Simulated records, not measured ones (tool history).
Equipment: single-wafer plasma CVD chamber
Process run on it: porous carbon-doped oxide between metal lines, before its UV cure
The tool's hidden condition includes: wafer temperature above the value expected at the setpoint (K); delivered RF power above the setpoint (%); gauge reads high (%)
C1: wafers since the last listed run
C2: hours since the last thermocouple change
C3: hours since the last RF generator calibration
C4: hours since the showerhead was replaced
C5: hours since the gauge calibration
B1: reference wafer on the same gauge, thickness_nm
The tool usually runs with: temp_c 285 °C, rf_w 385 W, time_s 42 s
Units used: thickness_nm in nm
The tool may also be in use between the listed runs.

Run 1, hour 0: usual settings; C1 0; C2 902.2; C3 702.5; C4 8291.1; C5 816.7; B1 181.808. Result: thickness_nm 193.551 nm.
Run 2, hour 47.8: usual settings but temp_c 282 °C; C1 820; C2 950; C3 750.3; C4 8338.9; C5 864.5; B1 182.073. Result: thickness_nm 197.18 nm.
Run 3, hour 76.8: usual settings but temp_c 282 °C; C1 498; C2 979; C3 779.3; C4 8367.9; C5 893.5; B1 181.851. Result: thickness_nm 196.751 nm.
Run 4, hour 120.5: usual settings but time_s 36.8 s; C1 750; C2 1022.7; C3 823; C4 8411.6; C5 937.2; B1 182.256. Result: thickness_nm 170.222 nm.
Run 5, hour 168.6: usual settings but time_s 36.8 s; C1 826; C2 1070.8; C3 871.1; C4 8459.7; C5 985.3; B1 181.983. Result: thickness_nm 170.556 nm.
Run 6, hour 232.2: usual settings but rf_w 435 W, time_s 37.8 s; C1 1092; C2 1134.4; C3 934.7; C4 8523.3; C5 1048.9; B1 181.854. Result: thickness_nm 193.421 nm.
Run 7, hour 298.5: usual settings but rf_w 435 W, time_s 37.8 s; C1 1138; C2 1200.7; C3 1001; C4 8589.6; C5 1115.2; B1 182.069. Result: thickness_nm 191.84 nm.
At hour 329.7: showerhead replaced.
Run 8, hour 330.2: usual settings but time_s 45.8 s; C1 407; C2 1232.4; C3 1032.7; C4 0.5; C5 1146.9; B1 182.217. Result: thickness_nm 206.769 nm.
Run 9, hour 382.7: usual settings but time_s 45.8 s; C1 901; C2 1284.9; C3 1085.2; C4 53; C5 1199.4; B1 182.042. Result: thickness_nm 205.406 nm.
Run 10, hour 417.8: usual settings but time_s 45.8 s; C1 602; C2 1320; C3 1120.3; C4 88.1; C5 1234.5; B1 181.988. Result: thickness_nm 204.085 nm.
Run 11, hour 459.4: usual settings but rf_w 405 W, time_s 35.6 s; C1 714; C2 1361.6; C3 1161.9; C4 129.7; C5 1276.1; B1 182.077. Result: thickness_nm 166.466 nm.
Run 12, hour 518.3: usual settings but temp_c 294 °C; C1 1011; C2 1420.5; C3 1220.8; C4 188.6; C5 1335; B1 182.279. Result: thickness_nm 178.005 nm.
Run 13, hour 582.5: usual settings but temp_c 276 °C, time_s 48.5 s; C1 1102; C2 1484.7; C3 1285; C4 252.8; C5 1399.2; B1 182.182. Result: thickness_nm 223.816 nm.
Run 14, hour 631.8: usual settings but rf_w 440 W, time_s 46.3 s; C1 846; C2 1534; C3 1334.3; C4 302.1; C5 1448.5; B1 181.777. Result: thickness_nm 229.826 nm.
At hour 660.7: RF generator calibrated.
Run 15, hour 684.2: usual settings but time_s 37.7 s; C1 762; C2 1586.4; C3 23.5; C4 354.5; C5 1500.9; B1 182.256. Result: thickness_nm 177.94 nm.
Run 16, hour 746: usual settings; C1 1061; C2 1648.2; C3 85.3; C4 416.3; C5 1562.7; B1 181.951. Result: thickness_nm 197.698 nm.
Run 17, hour 806.3: usual settings; C1 1035; C2 1708.5; C3 145.6; C4 476.6; C5 1623; B1 181.693. Result: thickness_nm 198.57 nm.
At hour 823.1: gauge calibrated.
Run 18, hour 857.6: usual settings but temp_c 291 °C, rf_w 430 W, time_s 44.8 s; C1 880; C2 1759.8; C3 196.9; C4 527.9; C5 34.5; B1 182.004. Result: thickness_nm 225.045 nm.
Run 19, hour 920.2: usual settings; C1 1075; C2 1822.4; C3 259.5; C4 590.5; C5 97.1; B1 181.953. Result: thickness_nm 196.953 nm.
Run 20, hour 947.1: usual settings; C1 461; C2 1849.3; C3 286.4; C4 617.4; C5 124; B1 181.978. Result: thickness_nm 196.378 nm.
Run 21, hour 993.1: usual settings but temp_c 297 °C, time_s 46.8 s; C1 789; C2 1895.3; C3 332.4; C4 663.4; C5 170; B1 181.993. Result: thickness_nm 204.638 nm.
At hour 1021.5: thermocouple changed; heater temperature recalibrated.
Run 22, hour 1022: usual settings; C1 358; C2 0.5; C3 361.3; C4 692.3; C5 198.9; B1 182.141. Result: thickness_nm 197.911 nm.
Run 23, hour 1067.2: usual settings but temp_c 280 °C, rf_w 315 W, time_s 50.3 s; C1 776; C2 45.7; C3 406.5; C4 737.5; C5 244.1; B1 182.086. Result: thickness_nm 195.686 nm.
Run 24, hour 1105.9: usual settings but temp_c 271 °C, rf_w 430 W, time_s 44.8 s; C1 664; C2 84.4; C3 445.2; C4 776.2; C5 282.8; B1 182.12. Result: thickness_nm 248.626 nm.
Run 25, hour 1170.9: usual settings but temp_c 291 °C, rf_w 420 W, time_s 44.4 s; C1 1116; C2 149.4; C3 510.2; C4 841.2; C5 347.8; B1 182.094. Result: thickness_nm 216.547 nm.
Run 26, hour 1223.2: usual settings but rf_w 315 W, time_s 46.3 s; C1 898; C2 201.7; C3 562.5; C4 893.5; C5 400.1; B1 182.02. Result: thickness_nm 174.487 nm.
Run 27, hour 1290.5: usual settings but temp_c 270 °C, rf_w 350 W, time_s 39.8 s; C1 1155; C2 269; C3 629.8; C4 960.8; C5 467.4; B1 181.779. Result: thickness_nm 181.088 nm.

Forecast run 28:
Run 28, hour 1327: usual settings but rf_w 435 W, time_s 35.5 s; C1 626; C2 305.5; C3 666.3; C4 997.3; C5 503.9; B1 ?. Result: thickness_nm ?.

B1: 182.217
thickness_nm: 185.267 nm
If the tool had no hidden condition, the same run with the same run-to-run variation would have returned thickness_nm 189.418 nm.
